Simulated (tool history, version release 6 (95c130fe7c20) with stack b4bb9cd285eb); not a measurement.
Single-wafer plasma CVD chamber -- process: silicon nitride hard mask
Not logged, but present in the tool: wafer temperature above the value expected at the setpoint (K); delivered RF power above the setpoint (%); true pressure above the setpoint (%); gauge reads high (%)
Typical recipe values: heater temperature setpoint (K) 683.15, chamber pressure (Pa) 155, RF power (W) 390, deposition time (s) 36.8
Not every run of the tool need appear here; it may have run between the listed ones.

run,hour,heater temperature setpoint (K),chamber pressure (Pa),RF power (W),deposition time (s),wafers since the last listed run,hours since the last thermocouple change,hours since the last RF generator calibration,hours since the last manometer calibration,hours since the showerhead was replaced,hours since the gauge calibration,"read-back reference wafer on the same gauge, thickness_nm",mean film thickness on the monitor wafer (nm)
1,0.0,683.15,155,390,36.8,0,42.9,2329.1,252.1,4186.0,2879.5,51.917,45.981
# hour 31.8: gauge calibrated
2,39.4,683.15,155,390,36.8,594,82.3,2368.5,291.5,4225.4,7.6,51.905,45.964
3,87.1,683.15,155,390,36.8,719,130.0,2416.2,339.2,4273.1,55.3,51.892,45.947
4,116.9,683.15,155,390,36.8,449,159.8,2446.0,369.0,4302.9,85.1,51.862,45.863
5,163.9,683.15,155,390,36.8,709,206.8,2493.0,416.0,4349.9,132.1,51.875,46.050
6,361.4,683.15,155,390,36.8,2979,404.3,2690.5,613.5,4547.4,329.6,51.907,45.866
7,395.0,690.15,155,360,42.8,506,437.9,2724.1,647.1,4581.0,363.2,51.898,50.270
8,421.3,683.15,155,390,36.8,396,464.2,2750.4,673.4,4607.3,389.5,51.900,45.934
# hour 485.6: RF generator calibrated
9,557.3,683.15,165,425,29.5,1931,600.2,71.7,809.4,4743.3,525.5,51.887,39.635
10,592.5,676.15,167,390,36.8,531,635.4,106.9,844.6,4778.5,560.7,51.889,46.661
11,625.2,670.15,155,320,36.8,493,668.1,139.6,877.3,4811.2,593.4,51.904,39.366
# hour 661.6: showerhead replaced
12,682.8,683.15,179,390,41.0,748,725.7,197.2,934.9,21.2,651.0,51.883,53.162
13,732.5,683.15,155,450,29.9,749,775.4,246.9,984.6,70.9,700.7,51.862,40.746
14,771.1,683.15,155,435,43.1,582,814.0,285.5,1023.2,109.5,739.3,51.895,57.140
15,819.5,675.15,155,390,41.4,730,862.4,333.9,1071.6,157.9,787.7,51.887,51.125
# hour 856.8: RF generator calibrated, repeated, since the last time left the tool worse
16,871.0,679.15,155,390,31.9,656,913.9,14.2,1123.1,209.4,839.2,51.889,40.641
17,921.2,669.15,155,440,36.8,757,964.1,64.4,1173.3,259.6,889.4,51.897,50.993
18,986.5,676.15,155,390,36.8,985,1029.4,129.7,1238.6,324.9,954.7,51.873,47.078
19,1036.6,683.15,155,415,43.7,755,1079.5,179.8,1288.7,375.0,1004.8,51.935,57.937
20,1068.0,683.15,133,425,36.8,473,1110.9,211.2,1320.1,406.4,1036.2,51.931,46.712
21,1138.9,683.15,155,390,36.8,1069,1181.8,282.1,1391.0,477.3,1107.1,51.889,46.430
22,1186.3,683.15,155,390,36.8,715,1229.2,329.5,1438.4,524.7,1154.5,51.902,46.623
23,1242.4,683.15,144,390,41.0,846,1285.3,385.6,1494.5,580.8,1210.6,51.924,50.751
24,1281.6,683.15,141,390,31.2,591,1324.5,424.8,1533.7,620.0,1249.8,51.858,38.311
25,1309.7,683.15,155,390,36.8,423,1352.6,452.9,1561.8,648.1,1277.9,51.903,46.656
26,1360.7,683.15,155,390,36.8,769,1403.6,503.9,1612.8,699.1,1328.9,51.923,46.873
27,1403.1,692.15,175,370,41.8,639,1446.0,546.3,1655.2,741.5,1371.3,51.885,52.938
28,1434.8,676.15,155,390,34.5,478,1477.7,578.0,1686.9,773.2,1403.0,51.867,44.126
29,1468.1,692.15,155,390,39.5,502,1511.0,611.3,1720.2,806.5,1436.3,51.896,50.028
30,1503.6,672.15,175,465,41.3,535,1546.5,646.8,1755.7,842.0,1471.8,51.908,61.310

Below are 3 alternative next runs, each starting from the tool's condition after run 30. Predict each:
A,1504.0,693.15,155,390,36.8,6,1546.9,647.2,1756.1,842.4,1472.2,?,?
B,1504.0,683.15,168,420,36.8,6,1546.9,647.2,1756.1,842.4,1472.2,?,?
C,1504.0,670.15,155,325,31.4,6,1546.9,647.2,1756.1,842.4,1472.2,?,?

run,"read-back reference wafer on the same gauge, thickness_nm",mean film thickness on the monitor wafer (nm)
A,51.933,46.339
B,51.933,50.332
C,51.933,34.820
Stripped of hidden state, with their random variation kept, the same runs would have yielded:
run,mean film thickness on the monitor wafer (nm)
A,46.565
B,50.559
C,34.997
